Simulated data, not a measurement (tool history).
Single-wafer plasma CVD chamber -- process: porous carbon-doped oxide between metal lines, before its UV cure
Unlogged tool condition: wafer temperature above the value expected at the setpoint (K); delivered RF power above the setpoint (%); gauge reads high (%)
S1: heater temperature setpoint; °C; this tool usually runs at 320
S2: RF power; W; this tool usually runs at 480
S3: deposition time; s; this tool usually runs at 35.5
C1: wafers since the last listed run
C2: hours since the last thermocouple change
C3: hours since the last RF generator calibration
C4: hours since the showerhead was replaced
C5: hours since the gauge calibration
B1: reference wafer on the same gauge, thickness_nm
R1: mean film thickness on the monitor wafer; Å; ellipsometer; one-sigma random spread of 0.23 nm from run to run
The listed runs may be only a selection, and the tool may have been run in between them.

{"run": 1, "hour": 0.0, "S1": 320, "S2": 480, "S3": 35.5, "C1": 0, "C2": 3095.1, "C3": 2146.1, "C4": 6494.6, "C5": 192.4, "B1": 151.982, "R1": 1463.12}
{"run": 2, "hour": 7.8, "S1": 320, "S2": 480, "S3": 36.9, "C1": 205, "C2": 3102.9, "C3": 2153.9, "C4": 6502.4, "C5": 200.2, "B1": 152.017, "R1": 1518.07}
{"run": 3, "hour": 21.5, "S1": 320, "S2": 480, "S3": 36.9, "C1": 361, "C2": 3116.6, "C3": 2167.6, "C4": 6516.1, "C5": 213.9, "B1": 151.99, "R1": 1522.04}
{"run": 4, "hour": 38.0, "S1": 320, "S2": 480, "S3": 36.9, "C1": 435, "C2": 3133.1, "C3": 2184.1, "C4": 6532.6, "C5": 230.4, "B1": 151.973, "R1": 1520.88}
{"run": 5, "hour": 79.1, "S1": 320, "S2": 480, "S3": 35.5, "C1": 1084, "C2": 3174.2, "C3": 2225.2, "C4": 6573.7, "C5": 271.5, "B1": 151.986, "R1": 1463.19}
{"run": 6, "hour": 86.3, "S1": 320, "S2": 480, "S3": 35.5, "C1": 190, "C2": 3181.4, "C3": 2232.4, "C4": 6580.9, "C5": 278.7, "B1": 152.01, "R1": 1466.04}
{"run": 7, "hour": 96.9, "S1": 320, "S2": 480, "S3": 35.5, "C1": 279, "C2": 3192.0, "C3": 2243.0, "C4": 6591.5, "C5": 289.3, "B1": 152.061, "R1": 1463.23}
{"run": 8, "hour": 112.2, "S1": 320, "S2": 480, "S3": 35.5, "C1": 403, "C2": 3207.3, "C3": 2258.3, "C4": 6606.8, "C5": 304.6, "B1": 151.979, "R1": 1461.2}
{"run": 9, "hour": 129.5, "S1": 320, "S2": 480, "S3": 37.4, "C1": 456, "C2": 3224.6, "C3": 2275.6, "C4": 6624.1, "C5": 321.9, "B1": 152.003, "R1": 1540.35}
{"run": 10, "hour": 147.1, "S1": 320, "S2": 480, "S3": 37.4, "C1": 464, "C2": 3242.2, "C3": 2293.2, "C4": 6641.7, "C5": 339.5, "B1": 152.031, "R1": 1543.27}
{"run": 11, "hour": 154.2, "S1": 320, "S2": 480, "S3": 35.5, "C1": 187, "C2": 3249.3, "C3": 2300.3, "C4": 6648.8, "C5": 346.6, "B1": 151.977, "R1": 1461.16}
{"hour": 171.3, "done": "thermocouple changed; heater temperature recalibrated"}
{"run": 12, "hour": 172.0, "S1": 320, "S2": 480, "S3": 35.5, "C1": 258, "C2": 0.7, "C3": 2318.1, "C4": 6666.6, "C5": 364.4, "B1": 151.981, "R1": 1417.61}
{"run": 13, "hour": 179.0, "S1": 320, "S2": 480, "S3": 35.5, "C1": 184, "C2": 7.7, "C3": 2325.1, "C4": 6673.6, "C5": 371.4, "B1": 152.021, "R1": 1412.59}
{"run": 14, "hour": 201.9, "S1": 320, "S2": 480, "S3": 35.5, "C1": 604, "C2": 30.6, "C3": 2348.0, "C4": 6696.5, "C5": 394.3, "B1": 151.991, "R1": 1419.19}
{"run": 15, "hour": 214.9, "S1": 334, "S2": 515, "S3": 30.7, "C1": 343, "C2": 43.6, "C3": 2361.0, "C4": 6709.5, "C5": 407.3, "B1": 151.989, "R1": 1241.58}
{"run": 16, "hour": 221.0, "S1": 320, "S2": 480, "S3": 35.5, "C1": 161, "C2": 49.7, "C3": 2367.1, "C4": 6715.6, "C5": 413.4, "B1": 152.041, "R1": 1418.54}
{"run": 17, "hour": 235.1, "S1": 320, "S2": 555, "S3": 35.5, "C1": 372, "C2": 63.8, "C3": 2381.2, "C4": 6729.7, "C5": 427.5, "B1": 151.986, "R1": 1619.19}
{"hour": 247.8, "done": "RF generator calibrated"}
{"run": 18, "hour": 250.7, "S1": 308, "S2": 560, "S3": 38.2, "C1": 200, "C2": 79.4, "C3": 2.9, "C4": 6745.3, "C5": 443.1, "B1": 152.017, "R1": 1956.13}
{"run": 19, "hour": 263.3, "S1": 320, "S2": 480, "S3": 38.9, "C1": 332, "C2": 92.0, "C3": 15.5, "C4": 6757.9, "C5": 455.7, "B1": 152.004, "R1": 1638.97}
{"run": 20, "hour": 275.3, "S1": 314, "S2": 445, "S3": 42.3, "C1": 316, "C2": 104.0, "C3": 27.5, "C4": 6769.9, "C5": 467.7, "B1": 152.01, "R1": 1686.78}
{"run": 21, "hour": 310.4, "S1": 324, "S2": 445, "S3": 33.5, "C1": 926, "C2": 139.1, "C3": 62.6, "C4": 6805.0, "C5": 502.8, "B1": 152.018, "R1": 1283.17}
{"run": 22, "hour": 322.4, "S1": 327, "S2": 530, "S3": 40.8, "C1": 316, "C2": 151.1, "C3": 74.6, "C4": 6817.0, "C5": 514.8, "B1": 151.961, "R1": 1816.25}
{"hour": 344.2, "done": "showerhead replaced"}
{"run": 23, "hour": 344.7, "S1": 315, "S2": 555, "S3": 37.6, "C1": 377, "C2": 173.4, "C3": 96.9, "C4": 0.5, "C5": 537.1, "B1": 152.035, "R1": 1837.74}
{"run": 24, "hour": 349.6, "S1": 320, "S2": 480, "S3": 35.5, "C1": 129, "C2": 178.3, "C3": 101.8, "C4": 5.4, "C5": 542.0, "B1": 151.976, "R1": 1491.45}
{"hour": 356.5, "done": "gauge calibrated"}
{"run": 25, "hour": 366.2, "S1": 320, "S2": 480, "S3": 35.5, "C1": 438, "C2": 194.9, "C3": 118.4, "C4": 22.0, "C5": 9.7, "B1": 152.001, "R1": 1488.62}
{"run": 26, "hour": 375.4, "S1": 334, "S2": 540, "S3": 30.8, "C1": 242, "C2": 204.1, "C3": 127.6, "C4": 31.2, "C5": 18.9, "B1": 152.004, "R1": 1360.25}
{"run": 27, "hour": 382.0, "S1": 325, "S2": 510, "S3": 33.7, "C1": 174, "C2": 210.7, "C3": 134.2, "C4": 37.8, "C5": 25.5, "B1": 152.005, "R1": 1464.58}
{"run": 28, "hour": 397.0, "S1": 330, "S2": 575, "S3": 40.9, "C1": 395, "C2": 225.7, "C3": 149.2, "C4": 52.8, "C5": 40.5, "B1": 151.999, "R1": 1918.05}
{"run": 29, "hour": 413.0, "S1": 320, "S2": 480, "S3": 35.5, "C1": 422, "C2": 241.7, "C3": 165.2, "C4": 68.8, "C5": 56.5, "B1": 151.991, "R1": 1488.18}
{"run": 30, "hour": 430.2, "S1": 314, "S2": 505, "S3": 39.5, "C1": 453, "C2": 258.9, "C3": 182.4, "C4": 86.0, "C5": 73.7, "B1": 152.019, "R1": 1777.99}
{"run": 31, "hour": 447.9, "S1": 315, "S2": 480, "S3": 40.8, "C1": 467, "C2": 276.6, "C3": 200.1, "C4": 103.7, "C5": 91.4, "B1": 151.997, "R1": 1738.31}
{"run": 32, "hour": 457.6, "S1": 320, "S2": 480, "S3": 35.5, "C1": 256, "C2": 286.3, "C3": 209.8, "C4": 113.4, "C5": 101.1, "B1": 151.942, "R1": 1483.98}
{"run": 33, "hour": 471.1, "S1": 320, "S2": 480, "S3": 35.5, "C1": 356, "C2": 299.8, "C3": 223.3, "C4": 126.9, "C5": 114.6, "B1": 152.008, "R1": 1478.53}
{"run": 34, "hour": 507.3, "S1": 329, "S2": 515, "S3": 32.7, "C1": 955, "C2": 336.0, "C3": 259.5, "C4": 163.1, "C5": 150.8, "B1": 151.988, "R1": 1401.01}

What the log doesn't show, run by run:
gauge reads high (%): 0 at every run
H1: wafer temperature above the value expected at the setpoint (K)
H2: delivered RF power above the setpoint (%)
run=1 H1=-7.02 H2=-6.35
run=2 H1=-7.04 H2=-6.35
run=3 H1=-7.07 H2=-6.36
run=4 H1=-7.1 H2=-6.37
run=5 H1=-7.19 H2=-6.38
run=6 H1=-7.2 H2=-6.39
run=7 H1=-7.22 H2=-6.39
run=8 H1=-7.26 H2=-6.4
run=9 H1=-7.29 H2=-6.41
run=10 H1=-7.33 H2=-6.41
run=11 H1=-7.34 H2=-6.42
run=12 H1=-0.0429 H2=-6.42
run=13 H1=-0.0575 H2=-6.42
run=14 H1=-0.105 H2=-6.43
run=15 H1=-0.132 H2=-6.44
run=16 H1=-0.145 H2=-6.44
run=17 H1=-0.174 H2=-6.45
run=18 H1=-0.207 H2=-0.999
run=19 H1=-0.233 H2=-1.1
run=20 H1=-0.258 H2=-1.19
run=21 H1=-0.331 H2=-1.44
run=22 H1=-0.356 H2=-1.53
run=23 H1=-0.402 H2=-1.68
run=24 H1=-0.412 H2=-1.71
run=25 H1=-0.447 H2=-1.82
run=26 H1=-0.466 H2=-1.88
run=27 H1=-0.48 H2=-1.93
run=28 H1=-0.511 H2=-2.02
run=29 H1=-0.544 H2=-2.12
run=30 H1=-0.58 H2=-2.23
run=31 H1=-0.617 H2=-2.34
run=32 H1=-0.637 H2=-2.39
run=33 H1=-0.665 H2=-2.47
run=34 H1=-0.74 H2=-2.68
